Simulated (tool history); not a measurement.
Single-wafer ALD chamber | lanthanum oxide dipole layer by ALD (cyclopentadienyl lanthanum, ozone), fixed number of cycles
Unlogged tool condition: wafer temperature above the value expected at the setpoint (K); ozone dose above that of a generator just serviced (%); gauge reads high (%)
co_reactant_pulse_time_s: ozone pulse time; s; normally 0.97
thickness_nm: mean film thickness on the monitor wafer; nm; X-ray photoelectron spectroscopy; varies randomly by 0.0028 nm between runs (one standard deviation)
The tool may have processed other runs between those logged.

run,hour,co_reactant_pulse_time_s,wafers since the last listed run,hours since the last thermocouple change,hours since the last ozone generator service,hours since the showerhead was replaced,hours since the gauge calibration,"read-back reference wafer on the same gauge, thickness_nm",thickness_nm
1,0.0,0.97,0,776.5,1126.5,6751.1,341.6,0.529,0.444
2,8.7,0.97,193,785.2,1135.2,6759.8,350.3,0.528,0.449
3,24.0,0.97,339,800.5,1150.5,6775.1,365.6,0.528,0.445
4,32.0,1.17,177,808.5,1158.5,6783.1,373.6,0.529,0.470
5,40.7,1.17,193,817.2,1167.2,6791.8,382.3,0.529,0.468
6,52.6,1.17,264,829.1,1179.1,6803.7,394.2,0.530,0.465
7,67.1,1.05,322,843.6,1193.6,6818.2,408.7,0.530,0.450
# hour 85.1: showerhead replaced
8,95.8,1.05,459,872.3,1222.3,10.7,437.4,0.528,0.452
9,133.3,1.05,833,909.8,1259.8,48.2,474.9,0.529,0.450
10,146.9,0.97,302,923.4,1273.4,61.8,488.5,0.529,0.435
11,163.3,0.97,364,939.8,1289.8,78.2,504.9,0.529,0.437
12,172.4,0.86,202,948.9,1298.9,87.3,514.0,0.529,0.422
13,185.1,1.30,282,961.6,1311.6,100.0,526.7,0.530,0.477
# hour 194.8: thermocouple changed; heater temperature recalibrated
14,195.3,0.97,48,0.5,1321.8,110.2,536.9,0.529,0.439
# hour 237.6: ozone generator serviced
15,241.3,0.61,844,46.5,3.7,156.2,582.9,0.528,0.439
16,253.2,1.09,264,58.4,15.6,168.1,594.8,0.529,0.506
17,261.3,0.97,179,66.5,23.7,176.2,602.9,0.530,0.498
18,271.0,0.97,215,76.2,33.4,185.9,612.6,0.528,0.493
19,282.1,1.09,246,87.3,44.5,197.0,623.7,0.529,0.500
# hour 310.1: gauge calibrated
20,312.6,1.18,677,117.8,75.0,227.5,2.5,0.529,0.517
21,328.7,0.97,357,133.9,91.1,243.6,18.6,0.530,0.489
22,342.3,0.84,302,147.5,104.7,257.2,32.2,0.529,0.471
23,355.8,1.12,299,161.0,118.2,270.7,45.7,0.528,0.508
24,373.4,0.97,391,178.6,135.8,288.3,63.3,0.529,0.495
25,384.2,1.29,239,189.4,146.6,299.1,74.1,0.529,0.524
26,391.8,0.74,168,197.0,154.2,306.7,81.7,0.529,0.460
27,401.2,0.97,208,206.4,163.6,316.1,91.1,0.528,0.491
28,409.5,0.97,184,214.7,171.9,324.4,99.4,0.529,0.482
29,425.8,1.23,362,231.0,188.2,340.7,115.7,0.529,0.513
30,434.5,0.68,193,239.7,196.9,349.4,124.4,0.529,0.443
31,444.6,0.67,224,249.8,207.0,359.5,134.5,0.529,0.442
32,458.3,0.78,304,263.5,220.7,373.2,148.2,0.528,0.455
33,467.3,1.19,199,272.5,229.7,382.2,157.2,0.528,0.508
34,480.1,1.13,284,285.3,242.5,395.0,170.0,0.529,0.502
35,497.8,1.27,393,303.0,260.2,412.7,187.7,0.529,0.512

Predict each of these 3 candidate next runs independently; none follows another, all start after run 35:
A,498.2,0.97,8,303.4,260.6,413.1,188.1,?,?
B,498.2,1.33,8,303.4,260.6,413.1,188.1,?,?
C,498.2,1.21,8,303.4,260.6,413.1,188.1,?,?

run,"read-back reference wafer on the same gauge, thickness_nm",thickness_nm
A,0.528,0.481
B,0.528,0.515
C,0.528,0.505
The same runs, with their run-to-run variation unchanged, on a tool lacking any hidden condition would have given:
run,thickness_nm
A,0.490
B,0.521
C,0.513

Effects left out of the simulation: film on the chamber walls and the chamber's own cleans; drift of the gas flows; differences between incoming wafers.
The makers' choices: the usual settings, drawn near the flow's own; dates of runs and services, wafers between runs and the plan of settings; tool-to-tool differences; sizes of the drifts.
